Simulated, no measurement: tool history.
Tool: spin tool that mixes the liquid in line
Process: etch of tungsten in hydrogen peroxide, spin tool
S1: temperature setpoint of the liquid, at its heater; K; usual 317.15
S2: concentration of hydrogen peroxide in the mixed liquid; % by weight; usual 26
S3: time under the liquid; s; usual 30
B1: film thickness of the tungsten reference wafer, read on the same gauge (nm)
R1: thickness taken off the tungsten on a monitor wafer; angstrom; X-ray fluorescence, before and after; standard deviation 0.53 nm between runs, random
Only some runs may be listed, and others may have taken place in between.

run,hour,S1,S2,S3,B1,R1
1,0,317.15,29.5,30,99.98,559.6
2,14.6,317.15,29.5,30,99.97,548.4
3,32.1,320.15,26,30,100.05,633.4
4,39.8,317.15,26,30,100.03,524.7
5,49.6,317.15,30,30,100.01,568.6
6,56.2,317.15,30,30,99.98,561.3
7,69.2,317.15,26,30,99.99,525.6
8,81.5,322.15,26,30,100.01,723
9,94.5,324.65,26,35,99.98,952.1
# hour 111.5: thermometer replaced
10,112,324.65,26,35,99.97,971.6
11,118.7,324.65,26,35,100,982.8
12,128.8,314.65,26,30,99.98,441.6
# hour 137: new drum of peroxide connected
# hour 141.6: peroxide flow meter replaced
13,145.1,317.15,18,30,100,433.1
14,151.7,308.15,22.5,45,100.03,396.8
# hour 164.8: gauge calibrated
15,167.5,325.15,30,15,99.99,460.2
# hour 184.7: heated supply line repaired
16,185.2,317.15,26,30,100.04,456.4
17,200.3,317.15,26,30,99.98,461.4
18,207.3,308.65,20,20,100.01,147.4
19,217.3,317.15,26,30,100.01,457.6
20,232.9,317.15,26,30,100.02,447.5
# hour 236.2: heated supply line repaired, repeated, since the last time left the tool worse
21,239.1,317.15,26,30,100,623.1
22,251.5,307.15,30,50,99.98,591.3
23,268.1,319.65,23,45,99.98,1039.5
24,275.3,317.15,22.5,30,99.99,584.4
25,288.8,307.65,19.5,30,99.99,289.9

5 ways to go on from here, each from the tool as it stands after run 25. What would each give?
A,289.2,311.15,26,30,?,?
B,289.2,309.15,22,30,?,?
C,289.2,312.65,30,30,?,?
D,289.2,317.15,20.5,30,?,?
E,289.2,317.15,26,20,?,?

run,B1,R1
A,100.01,418.4
B,100.01,337
C,100.01,496
D,100.01,548.1
E,100.01,411.5
Stripped of hidden state, with their random variation kept, the same runs would have yielded:
run,R1
A,427.1
B,344
C,506.2
D,559
E,419.7

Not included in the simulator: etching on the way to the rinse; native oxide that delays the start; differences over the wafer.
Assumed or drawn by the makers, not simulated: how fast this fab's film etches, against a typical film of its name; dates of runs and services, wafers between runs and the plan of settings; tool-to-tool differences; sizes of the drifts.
